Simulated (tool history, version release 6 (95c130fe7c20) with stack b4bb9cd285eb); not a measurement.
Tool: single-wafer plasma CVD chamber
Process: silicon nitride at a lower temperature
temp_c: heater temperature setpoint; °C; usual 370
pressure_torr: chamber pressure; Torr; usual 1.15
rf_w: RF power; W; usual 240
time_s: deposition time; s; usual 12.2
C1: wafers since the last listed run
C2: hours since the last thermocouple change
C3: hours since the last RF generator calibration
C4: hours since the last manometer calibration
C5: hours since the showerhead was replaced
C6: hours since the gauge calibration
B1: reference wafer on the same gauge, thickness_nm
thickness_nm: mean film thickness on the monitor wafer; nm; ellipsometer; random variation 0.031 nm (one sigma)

{"run": 1, "day": 0.0, "temp_c": 370, "pressure_torr": 1.15, "rf_w": 240, "time_s": 12.2, "C1": 0, "C2": 2857.3, "C3": 1629.3, "C4": 2137.0, "C5": 7149.8, "C6": 256.4, "B1": 13.006, "thickness_nm": 11.464}
{"run": 2, "day": 3.433, "temp_c": 363, "pressure_torr": 1.15, "rf_w": 240, "time_s": 12.7, "C1": 2456, "C2": 2939.7, "C3": 1711.7, "C4": 2219.4, "C5": 7232.2, "C6": 338.8, "B1": 12.997, "thickness_nm": 11.938}
{"run": 3, "day": 4.175, "temp_c": 363, "pressure_torr": 1.15, "rf_w": 240, "time_s": 12.7, "C1": 530, "C2": 2957.5, "C3": 1729.5, "C4": 2237.2, "C5": 7250.0, "C6": 356.6, "B1": 13.001, "thickness_nm": 11.971}
{"day": 4.958, "done": "capacitance manometer re-zeroed and calibrated"}
{"run": 4, "day": 5.329, "temp_c": 370, "pressure_torr": 1.15, "rf_w": 240, "time_s": 12.2, "C1": 587, "C2": 2985.2, "C3": 1757.2, "C4": 8.9, "C5": 7277.7, "C6": 384.3, "B1": 13.009, "thickness_nm": 11.481}
{"day": 5.967, "done": "RF generator calibrated"}
{"run": 5, "day": 6.462, "temp_c": 370, "pressure_torr": 1.15, "rf_w": 240, "time_s": 12.2, "C1": 572, "C2": 3012.4, "C3": 11.9, "C4": 36.1, "C5": 7304.9, "C6": 411.5, "B1": 13.015, "thickness_nm": 11.015}
{"day": 7.058, "done": "showerhead replaced"}
{"run": 6, "day": 7.079, "temp_c": 370, "pressure_torr": 1.15, "rf_w": 240, "time_s": 12.2, "C1": 202, "C2": 3027.2, "C3": 26.7, "C4": 50.9, "C5": 0.5, "C6": 426.3, "B1": 13.007, "thickness_nm": 11.003}
{"day": 7.588, "done": "gauge calibrated"}
{"run": 7, "day": 8.208, "temp_c": 358, "pressure_torr": 1.15, "rf_w": 240, "time_s": 12.2, "C1": 807, "C2": 3054.3, "C3": 53.8, "C4": 78.0, "C5": 27.6, "C6": 14.9, "B1": 12.989, "thickness_nm": 11.006}
{"day": 8.717, "done": "RF generator calibrated, repeated, since the last time left the tool worse"}
{"run": 8, "day": 9.404, "temp_c": 370, "pressure_torr": 0.95, "rf_w": 200, "time_s": 13.6, "C1": 617, "C2": 3083.0, "C3": 16.5, "C4": 106.7, "C5": 56.3, "C6": 43.6, "B1": 13.004, "thickness_nm": 10.271}
{"day": 9.854, "done": "thermocouple changed; heater temperature recalibrated"}
{"run": 9, "day": 9.95, "temp_c": 370, "pressure_torr": 1.15, "rf_w": 240, "time_s": 10.6, "C1": 152, "C2": 2.3, "C3": 29.6, "C4": 119.8, "C5": 69.4, "C6": 56.7, "B1": 12.997, "thickness_nm": 10.337}
{"run": 10, "day": 10.625, "temp_c": 370, "pressure_torr": 0.92, "rf_w": 225, "time_s": 10.2, "C1": 482, "C2": 18.5, "C3": 45.8, "C4": 136.0, "C5": 85.6, "C6": 72.9, "B1": 12.994, "thickness_nm": 8.233}
{"run": 11, "day": 11.312, "temp_c": 370, "pressure_torr": 1.15, "rf_w": 240, "time_s": 12.2, "C1": 491, "C2": 35.0, "C3": 62.3, "C4": 152.5, "C5": 102.1, "C6": 89.4, "B1": 13.016, "thickness_nm": 11.875}
{"run": 12, "day": 12.208, "temp_c": 381, "pressure_torr": 1.15, "rf_w": 240, "time_s": 12.2, "C1": 640, "C2": 56.5, "C3": 83.8, "C4": 174.0, "C5": 123.6, "C6": 110.9, "B1": 13.01, "thickness_nm": 11.813}
{"run": 13, "day": 13.517, "temp_c": 370, "pressure_torr": 1.15, "rf_w": 240, "time_s": 12.2, "C1": 936, "C2": 87.9, "C3": 115.2, "C4": 205.4, "C5": 155.0, "C6": 142.3, "B1": 12.995, "thickness_nm": 11.817}
{"run": 14, "day": 14.433, "temp_c": 370, "pressure_torr": 1.39, "rf_w": 205, "time_s": 12.2, "C1": 655, "C2": 109.9, "C3": 137.2, "C4": 227.4, "C5": 177.0, "C6": 164.3, "B1": 13.007, "thickness_nm": 11.364}

How the hidden state differs across the entries between the runs, from the last listed run before each to the first after it:
Between runs 3 and 4: capacitance manometer re-zeroed and calibrated (day 4.958)
  delivered RF power above the setpoint (%): -5.6 -> -5.61
  measured less the result without the state, thickness_nm: -0.554 -> -0.532 nm
Between runs 4 and 5: RF generator calibrated (day 5.967)
  delivered RF power above the setpoint (%): -5.61 -> -9.99
  measured less the result without the state, thickness_nm: -0.532 -> -0.965 nm
Between runs 5 and 6: showerhead replaced (day 7.058)
  delivered RF power above the setpoint (%): -9.99 -> -10.1
  measured less the result without the state, thickness_nm: -0.965 -> -0.977 nm
Between runs 6 and 7: gauge calibrated (day 7.588)
  delivered RF power above the setpoint (%): -10.1 -> -10.3
  measured less the result without the state, thickness_nm: -0.977 -> -1.000 nm
Between runs 7 and 8: RF generator calibrated, repeated, since the last time left the tool worse (day 8.717)
  delivered RF power above the setpoint (%): -10.3 -> -0.833
  measured less the result without the state, thickness_nm: -1.000 -> -0.070 nm
Between runs 8 and 9: thermocouple changed; heater temperature recalibrated (day 9.854)
  delivered RF power above the setpoint (%): -0.833 -> -0.936
  measured less the result without the state, thickness_nm: -0.070 -> -0.075 nm
